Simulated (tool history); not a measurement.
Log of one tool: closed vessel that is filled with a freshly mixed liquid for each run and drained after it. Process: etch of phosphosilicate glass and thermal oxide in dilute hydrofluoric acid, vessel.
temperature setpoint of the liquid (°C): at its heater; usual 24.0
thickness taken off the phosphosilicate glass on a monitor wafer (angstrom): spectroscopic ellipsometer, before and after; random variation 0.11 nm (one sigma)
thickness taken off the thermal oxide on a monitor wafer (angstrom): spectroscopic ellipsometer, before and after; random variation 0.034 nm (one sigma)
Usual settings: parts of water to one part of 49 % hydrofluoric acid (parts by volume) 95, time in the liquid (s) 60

| run | hour | temperature setpoint of the liquid (°C) | parts of water to one part of 49 % hydrofluoric acid (parts by volume) | time in the liquid (s) | read-back film thickness of the phosphosilicate glass reference wafer, read on the same gauge (nm) | read-back film thickness of the thermal oxide reference wafer, read on the same gauge (nm) | thickness taken off the phosphosilicate glass on a monitor wafer (angstrom) | thickness taken off the thermal oxide on a monitor wafer (angstrom) |
|---|---|---|---|---|---|---|---|---|
| 1 | 0.0 | 24.0 | 95 | 70 | 50.01 | 139.994 | 415.1 | 33.75 |
| 2 | 17.9 | 24.0 | 95 | 60 | 50.00 | 140.000 | 358.6 | 28.96 |
| 3 | 35.4 | 24.0 | 95 | 60 | 49.99 | 139.975 | 356.4 | 28.42 |
| 4 | 52.3 | 24.0 | 95 | 60 | 50.04 | 139.997 | 356.3 | 29.08 |
| 5 | 67.4 | 24.0 | 95 | 60 | 50.01 | 140.000 | 356.1 | 28.79 |
| 6 | 80.3 | 24.0 | 95 | 60 | 50.03 | 140.011 | 355.6 | 28.72 |
| 7 | 97.3 | 24.0 | 95 | 60 | 49.96 | 139.999 | 355.7 | 29.02 |
| 8 | 111.8 | 24.0 | 95 | 60 | 50.00 | 140.008 | 353.9 | 28.96 |
| 9 | 121.6 | 24.0 | 95 | 60 | 49.98 | 140.004 | 356.4 | 28.48 |
| 10 | 129.4 | 24.0 | 95 | 60 | 49.99 | 140.004 | 355.2 | 28.69 |
| 11 | 139.6 | 24.0 | 50 | 30 | 50.02 | 140.009 | 355.3 | 28.56 |
|  | 146.3 | gauge calibrated |
|  | 151.0 | thermometer replaced |
| 12 | 153.9 | 22.5 | 95 | 60 | 50.02 | 139.975 | 370.8 | 29.37 |
| 13 | 168.5 | 24.0 | 125 | 40 | 49.99 | 140.012 | 191.6 | 15.48 |
|  | 177.2 | hydrofluoric acid flow meter replaced |
| 14 | 179.4 | 21.0 | 95 | 60 | 50.01 | 139.998 | 345.7 | 27.89 |
| 15 | 188.6 | 21.0 | 70 | 85 | 50.00 | 139.999 | 684.4 | 55.11 |
| 16 | 205.8 | 24.0 | 65 | 60 | 49.97 | 139.995 | 594.1 | 47.89 |
| 17 | 213.4 | 24.0 | 95 | 60 | 49.98 | 139.993 | 391.3 | 31.62 |
| 18 | 227.1 | 24.0 | 95 | 60 | 49.98 | 139.996 | 391.1 | 31.74 |

Forecast each of these 3 alternatives for the next run:
| A | 227.8 | 24.0 | 95 | 35 | ? | ? | ? | ? |
| B | 227.8 | 27.0 | 95 | 30 | ? | ? | ? | ? |
| C | 227.8 | 24.0 | 95 | 90 | ? | ? | ? | ? |

| run | read-back film thickness of the phosphosilicate glass reference wafer, read on the same gauge (nm) | read-back film thickness of the thermal oxide reference wafer, read on the same gauge (nm) | thickness taken off the phosphosilicate glass on a monitor wafer (angstrom) | thickness taken off the thermal oxide on a monitor wafer (angstrom) |
|---|---|---|---|---|
| A | 49.98 | 140.005 | 227.5 | 18.42 |
| B | 49.98 | 140.005 | 219.4 | 17.76 |
| C | 49.98 | 140.005 | 585.1 | 47.37 |
Without the tool's hidden state the same runs would have given:
| run | thickness taken off the phosphosilicate glass on a monitor wafer (angstrom) | thickness taken off the thermal oxide on a monitor wafer (angstrom) |
|---|---|---|
| A | 229.3 | 18.56 |
| B | 221.1 | 17.90 |
| C | 589.5 | 47.73 |
